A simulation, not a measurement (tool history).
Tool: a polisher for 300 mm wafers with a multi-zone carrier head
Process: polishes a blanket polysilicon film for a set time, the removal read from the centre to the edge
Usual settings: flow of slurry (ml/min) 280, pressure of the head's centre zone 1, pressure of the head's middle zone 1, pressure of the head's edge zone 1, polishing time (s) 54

run   hour  flow of slurry (ml/min)  pressure of the head's centre zone  pressure of the head's middle zone  pressure of the head's edge zone  polishing time (s)  wafers since the last listed run  wafers polished on this pad  hours since the slurry nozzle was cleaned  hours since the centre zone pressure was calibrated  hours since the edge zone pressure was calibrated  hours since the carrier head's membrane was replaced  incoming thickness of the incoming film, nm  film removed at the wafer's centre (nm)  film removed at mid-radius (nm)  film removed at the wafer's edge (nm)
  1      0                      280                                   1                                   1                                 1                  65                                 0                         3970                                        343                                                 89.1                                              714.8                                                 773.1                                       1774.6                                    448.6                            456.1                                  465.4
      99.2  -- worn pad replaced by a new one
  2  100.5                      280                                   1                                   1                                 1                  54                              1053                           13                                      443.5                                                189.6                                              815.3                                                 873.6                                       1762.3                                    375.9                            362.6                                  386.2
     134.8  -- slurry nozzle cleaned
  3    197                      280                                   1                                   1                                 1                  54                              1042                         1056                                       62.2                                                286.1                                              911.8                                                 970.1                                       1771.7                                    374.8                            378.7                                  379.6
  4  285.8                      280                                   1                                   1                                 1                  54                               969                         2025                                        151                                                374.9                                             1000.6                                                1058.9                                       1784.7                                    384.4                            372.3                                    381
     298.7  -- edge zone pressure recalibrated
  5  371.6                      280                                   1                                   1                                 1                  54                               914                         2940                                      236.8                                                460.7                                               72.9                                                1144.7                                       1754.5                                    372.3                            377.1                                  373.7
  6  438.5                      280                                0.97                                1.05                                 1                  54                               730                         3670                                      303.7                                                527.6                                              139.8                                                1211.6                                       1769.7                                    364.3                              384                                  386.5
  7  498.2                      280                                   1                                   1                                 1                  54                               651                         4322                                      363.4                                                587.3                                              199.5                                                1271.3                                       1776.1                                    378.5                            376.1                                  378.5
       505  -- worn pad replaced by a new one
  8  577.3                      220                                   1                                1.07                              1.09                  54                               819                          789                                      442.5                                                666.4                                              278.6                                                1350.4                                       1756.7                                    361.7                            374.7                                  389.4
     597.4  -- slurry nozzle cleaned
  9  640.5                      280                                   1                                   1                                 1                  54                               678                         1468                                       43.1                                                729.6                                              341.8                                                1413.6                                       1800.6                                    372.4                            366.3                                  380.3
 10  692.1                      310                                   1                                   1                                 1                  44                               563                         2031                                       94.7                                                781.2                                              393.4                                                1465.2                                       1785.7                                    312.9                            308.2                                  312.4
     717.1  -- carrier head's membrane replaced by a new one
 11  753.3                      280                                   1                                   1                                 1                  54                               613                         2645                                      155.9                                                842.4                                              454.6                                                  36.2                                       1793.8                                    379.4                            371.6                                  377.7
 12  834.8                      280                                   1                                1.08                                 1                  54                               889                         3535                                      237.4                                                923.9                                              536.1                                                 117.7                                       1800.3                                    378.8                            388.3                                  381.1
 13  940.7                      280                                 1.1                                   1                              1.09                  42                              1156                         4691                                      343.3                                               1029.8                                                642                                                 223.6                                       1749.6                                    320.6                              289                                  304.4

Forecast run 14:
        971  -- worn pad replaced by a new one
 14  1005.1                      320                                1.06                                   1                              0.93                  40                               659                          372                                      407.7                                               1094.2                                              706.4                                                   288                                       1766.5                                        ?                                ?                                      ?

film removed at the wafer's centre (nm): 309.2
film removed at mid-radius (nm): 281.9
film removed at the wafer's edge (nm): 274.3
Without the tool's hidden state the same run would have given film removed at the wafer's centre (nm) 309.2, film removed at mid-radius (nm) 281.9, film removed at the wafer's edge (nm) 274.3.
